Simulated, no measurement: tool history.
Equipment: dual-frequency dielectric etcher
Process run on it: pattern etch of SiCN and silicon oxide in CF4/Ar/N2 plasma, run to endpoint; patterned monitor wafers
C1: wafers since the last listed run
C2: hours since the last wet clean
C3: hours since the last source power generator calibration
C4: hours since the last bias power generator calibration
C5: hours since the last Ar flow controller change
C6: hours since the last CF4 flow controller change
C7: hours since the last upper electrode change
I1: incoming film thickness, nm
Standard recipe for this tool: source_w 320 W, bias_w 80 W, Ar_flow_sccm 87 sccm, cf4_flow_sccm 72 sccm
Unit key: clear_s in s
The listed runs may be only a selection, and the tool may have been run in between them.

{"run": 1, "day": 0.0, "source_w": 320, "bias_w": 91, "Ar_flow_sccm": 87, "cf4_flow_sccm": 72, "C1": 0, "C2": 101.9, "C3": 3762.8, "C4": 4004.9, "C5": 4552.1, "C6": 2365.3, "C7": 2501.1, "I1": 9.09, "clear_s": 12.5}
{"run": 2, "day": 2.792, "source_w": 320, "bias_w": 91, "Ar_flow_sccm": 87, "cf4_flow_sccm": 72, "C1": 884, "C2": 168.9, "C3": 3829.8, "C4": 4071.9, "C5": 4619.1, "C6": 2432.3, "C7": 2568.1, "I1": 8.97, "clear_s": 12.5}
{"run": 3, "day": 5.712, "source_w": 320, "bias_w": 91, "Ar_flow_sccm": 87, "cf4_flow_sccm": 72, "C1": 925, "C2": 239, "C3": 3899.9, "C4": 4142, "C5": 4689.2, "C6": 2502.4, "C7": 2638.2, "I1": 9.13, "clear_s": 12.7}
{"run": 4, "day": 7.829, "source_w": 320, "bias_w": 90, "Ar_flow_sccm": 87, "cf4_flow_sccm": 72, "C1": 670, "C2": 289.8, "C3": 3950.7, "C4": 4192.8, "C5": 4740, "C6": 2553.2, "C7": 2689, "I1": 9.07, "clear_s": 12.9}
{"run": 5, "day": 9.571, "source_w": 320, "bias_w": 90, "Ar_flow_sccm": 87, "cf4_flow_sccm": 72, "C1": 551, "C2": 331.6, "C3": 3992.5, "C4": 4234.6, "C5": 4781.8, "C6": 2595, "C7": 2730.8, "I1": 9.12, "clear_s": 13.1}
{"day": 11.067, "done": "wet clean of the chamber"}
{"run": 6, "day": 11.412, "source_w": 320, "bias_w": 90, "Ar_flow_sccm": 87, "cf4_flow_sccm": 72, "C1": 266, "C2": 8.3, "C3": 4036.7, "C4": 4278.8, "C5": 4826, "C6": 2639.2, "C7": 2775, "I1": 9.13, "clear_s": 12.3}
{"run": 7, "day": 12.575, "source_w": 320, "bias_w": 76, "Ar_flow_sccm": 87, "cf4_flow_sccm": 72, "C1": 368, "C2": 36.2, "C3": 4064.6, "C4": 4306.7, "C5": 4853.9, "C6": 2667.1, "C7": 2802.9, "I1": 9.03, "clear_s": 12.9}
{"day": 13.633, "done": "upper electrode replaced"}
{"run": 8, "day": 14.671, "source_w": 320, "bias_w": 76, "Ar_flow_sccm": 87, "cf4_flow_sccm": 72, "C1": 347, "C2": 86.5, "C3": 4114.9, "C4": 4357, "C5": 4904.2, "C6": 2717.4, "C7": 24.9, "I1": 9.1, "clear_s": 13}
{"run": 9, "day": 16.45, "source_w": 280, "bias_w": 80, "Ar_flow_sccm": 87, "cf4_flow_sccm": 72, "C1": 563, "C2": 129.2, "C3": 4157.6, "C4": 4399.7, "C5": 4946.9, "C6": 2760.1, "C7": 67.6, "I1": 8.99, "clear_s": 14.3}

What does the tool deliver on the next run?
{"day": 17.542, "done": "Ar flow controller replaced"}
{"run": 10, "day": 19.25, "source_w": 320, "bias_w": 90, "Ar_flow_sccm": 87, "cf4_flow_sccm": 72, "C1": 807, "C2": 196.4, "C3": 4224.8, "C4": 4466.9, "C5": 41, "C6": 2827.3, "C7": 134.8, "I1": 9.13, "clear_s": "?"}

clear_s: 12.7 s
The same run, on a tool lacking any hidden state, would have yielded clear_s 12.3 s.
